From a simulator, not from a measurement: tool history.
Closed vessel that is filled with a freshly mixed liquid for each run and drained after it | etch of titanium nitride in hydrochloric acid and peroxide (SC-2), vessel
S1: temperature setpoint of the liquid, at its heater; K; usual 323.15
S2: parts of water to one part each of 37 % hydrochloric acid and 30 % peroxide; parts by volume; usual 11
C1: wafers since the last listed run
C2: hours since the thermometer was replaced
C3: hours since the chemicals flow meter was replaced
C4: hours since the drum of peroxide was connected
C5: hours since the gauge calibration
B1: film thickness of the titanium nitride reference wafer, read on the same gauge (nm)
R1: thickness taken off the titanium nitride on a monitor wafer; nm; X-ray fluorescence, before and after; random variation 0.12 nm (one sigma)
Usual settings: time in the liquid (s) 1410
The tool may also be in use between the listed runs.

{"run": 1, "hour": 0.0, "S1": 323.15, "S2": 14.5, "time in the liquid (s)": 1410, "C1": 0, "C2": 2376.5, "C3": 579.4, "C4": 593.1, "C5": 395.5, "B1": 80.02, "R1": 19.27}
{"run": 2, "hour": 32.0, "S1": 323.15, "S2": 14.5, "time in the liquid (s)": 1410, "C1": 1807, "C2": 2408.5, "C3": 611.4, "C4": 625.1, "C5": 427.5, "B1": 80.03, "R1": 19.58}
{"run": 3, "hour": 60.3, "S1": 318.65, "S2": 7.5, "time in the liquid (s)": 1410, "C1": 1598, "C2": 2436.8, "C3": 639.7, "C4": 653.4, "C5": 455.8, "B1": 79.97, "R1": 24.81}
{"run": 4, "hour": 89.1, "S1": 318.65, "S2": 7.5, "time in the liquid (s)": 1410, "C1": 1626, "C2": 2465.6, "C3": 668.5, "C4": 682.2, "C5": 484.6, "B1": 79.97, "R1": 25.02}
{"run": 5, "hour": 107.5, "S1": 323.15, "S2": 11, "time in the liquid (s)": 1635, "C1": 1039, "C2": 2484, "C3": 686.9, "C4": 700.6, "C5": 503, "B1": 80.03, "R1": 28.79}
{"run": 6, "hour": 137.8, "S1": 323.15, "S2": 11, "time in the liquid (s)": 1635, "C1": 1711, "C2": 2514.3, "C3": 717.2, "C4": 730.9, "C5": 533.3, "B1": 79.95, "R1": 28.56}
{"run": 7, "hour": 158.7, "S1": 323.15, "S2": 11, "time in the liquid (s)": 1635, "C1": 1180, "C2": 2535.2, "C3": 738.1, "C4": 751.8, "C5": 554.2, "B1": 79.97, "R1": 28.8}
{"run": 8, "hour": 173.8, "S1": 323.15, "S2": 11, "time in the liquid (s)": 1410, "C1": 852, "C2": 2550.3, "C3": 753.2, "C4": 766.9, "C5": 569.3, "B1": 80, "R1": 24.98}
{"run": 9, "hour": 194.0, "S1": 323.15, "S2": 11, "time in the liquid (s)": 1410, "C1": 1140, "C2": 2570.5, "C3": 773.4, "C4": 787.1, "C5": 589.5, "B1": 80, "R1": 24.75}
{"run": 10, "hour": 276.0, "S1": 323.15, "S2": 11, "time in the liquid (s)": 1410, "C1": 4630, "C2": 2652.5, "C3": 855.4, "C4": 869.1, "C5": 671.5, "B1": 79.97, "R1": 24.8}
{"run": 11, "hour": 307.6, "S1": 329.65, "S2": 11, "time in the liquid (s)": 1410, "C1": 1784, "C2": 2684.1, "C3": 887, "C4": 900.7, "C5": 703.1, "B1": 80.02, "R1": 37.96}
{"run": 12, "hour": 341.4, "S1": 323.15, "S2": 11, "time in the liquid (s)": 1410, "C1": 1908, "C2": 2717.9, "C3": 920.8, "C4": 934.5, "C5": 736.9, "B1": 79.98, "R1": 25.22}
{"hour": 357.4, "done": "thermometer replaced"}
{"run": 13, "hour": 370.4, "S1": 323.15, "S2": 11, "time in the liquid (s)": 1410, "C1": 1581, "C2": 13, "C3": 949.8, "C4": 963.5, "C5": 765.9, "B1": 79.95, "R1": 25.13}
{"run": 14, "hour": 385.3, "S1": 320.65, "S2": 13.5, "time in the liquid (s)": 1410, "C1": 841, "C2": 27.9, "C3": 964.7, "C4": 978.4, "C5": 780.8, "B1": 80.02, "R1": 17.97}
{"run": 15, "hour": 417.1, "S1": 329.15, "S2": 11, "time in the liquid (s)": 825, "C1": 1795, "C2": 59.7, "C3": 996.5, "C4": 1010.2, "C5": 812.6, "B1": 79.98, "R1": 21.82}
{"run": 16, "hour": 433.3, "S1": 323.15, "S2": 11, "time in the liquid (s)": 1410, "C1": 914, "C2": 75.9, "C3": 1012.7, "C4": 1026.4, "C5": 828.8, "B1": 80.05, "R1": 25.3}
{"hour": 436.2, "done": "chemicals flow meter replaced"}
{"hour": 446.9, "done": "new drum of peroxide connected"}
{"run": 17, "hour": 464.9, "S1": 316.65, "S2": 11, "time in the liquid (s)": 1410, "C1": 1671, "C2": 107.5, "C3": 28.7, "C4": 18, "C5": 860.4, "B1": 80.01, "R1": 17.08}
{"run": 18, "hour": 497.3, "S1": 318.65, "S2": 12.5, "time in the liquid (s)": 1410, "C1": 1829, "C2": 139.9, "C3": 61.1, "C4": 50.4, "C5": 892.8, "B1": 80, "R1": 17.38}
{"run": 19, "hour": 527.6, "S1": 323.15, "S2": 11, "time in the liquid (s)": 1410, "C1": 1711, "C2": 170.2, "C3": 91.4, "C4": 80.7, "C5": 923.1, "B1": 79.98, "R1": 26.45}
{"run": 20, "hour": 561.8, "S1": 327.15, "S2": 11, "time in the liquid (s)": 1410, "C1": 1931, "C2": 204.4, "C3": 125.6, "C4": 114.9, "C5": 957.3, "B1": 79.96, "R1": 34.42}
{"run": 21, "hour": 591.0, "S1": 331.15, "S2": 11, "time in the liquid (s)": 1410, "C1": 1649, "C2": 233.6, "C3": 154.8, "C4": 144.1, "C5": 986.5, "B1": 80.01, "R1": 45.05}
{"hour": 618.8, "done": "gauge calibrated"}
{"run": 22, "hour": 624.9, "S1": 323.15, "S2": 11, "time in the liquid (s)": 1810, "C1": 1914, "C2": 267.5, "C3": 188.7, "C4": 178, "C5": 6.1, "B1": 80.02, "R1": 34.34}
{"hour": 629.9, "done": "chemicals flow meter replaced, repeated, since the last time left the tool worse"}
{"run": 23, "hour": 660.3, "S1": 327.65, "S2": 14, "time in the liquid (s)": 1155, "C1": 1942, "C2": 302.9, "C3": 30.4, "C4": 213.4, "C5": 41.5, "B1": 80, "R1": 21.47}
{"run": 24, "hour": 682.0, "S1": 323.15, "S2": 15, "time in the liquid (s)": 810, "C1": 1225, "C2": 324.6, "C3": 52.1, "C4": 235.1, "C5": 63.2, "B1": 80.02, "R1": 10.46}
{"run": 25, "hour": 716.2, "S1": 323.15, "S2": 11, "time in the liquid (s)": 1410, "C1": 1931, "C2": 358.8, "C3": 86.3, "C4": 269.3, "C5": 97.4, "B1": 79.99, "R1": 23.83}
{"run": 26, "hour": 741.9, "S1": 323.15, "S2": 11, "time in the liquid (s)": 1410, "C1": 1451, "C2": 384.5, "C3": 112, "C4": 295, "C5": 123.1, "B1": 80.02, "R1": 23.93}
{"run": 27, "hour": 777.5, "S1": 323.15, "S2": 11, "time in the liquid (s)": 1410, "C1": 2010, "C2": 420.1, "C3": 147.6, "C4": 330.6, "C5": 158.7, "B1": 79.98, "R1": 23.88}
{"run": 28, "hour": 805.8, "S1": 323.15, "S2": 11, "time in the liquid (s)": 1410, "C1": 1598, "C2": 448.4, "C3": 175.9, "C4": 358.9, "C5": 187, "B1": 79.97, "R1": 23.98}

The tool's hidden state at each run:
liquid colder than its thermometer reads (K): 0 in every run
peroxide weaker than its label (%): 0 in every run
gauge reads high (%): 0 in every run
H1: chemicals flow above the setpoint (%)
run=1 H1=5.02
run=2 H1=5.23
run=3 H1=5.42
run=4 H1=5.61
run=5 H1=5.73
run=6 H1=5.93
run=7 H1=6.06
run=8 H1=6.16
run=9 H1=6.3
run=10 H1=6.84
run=11 H1=7.04
run=12 H1=7.27
run=13 H1=7.46
run=14 H1=7.56
run=15 H1=7.77
run=16 H1=7.87
run=17 H1=14.5
run=18 H1=14.7
run=19 H1=14.9
run=20 H1=15.2
run=21 H1=15.4
run=22 H1=15.6
run=23 H1=1.32
run=24 H1=1.47
run=25 H1=1.69
run=26 H1=1.86
run=27 H1=2.1
run=28 H1=2.28

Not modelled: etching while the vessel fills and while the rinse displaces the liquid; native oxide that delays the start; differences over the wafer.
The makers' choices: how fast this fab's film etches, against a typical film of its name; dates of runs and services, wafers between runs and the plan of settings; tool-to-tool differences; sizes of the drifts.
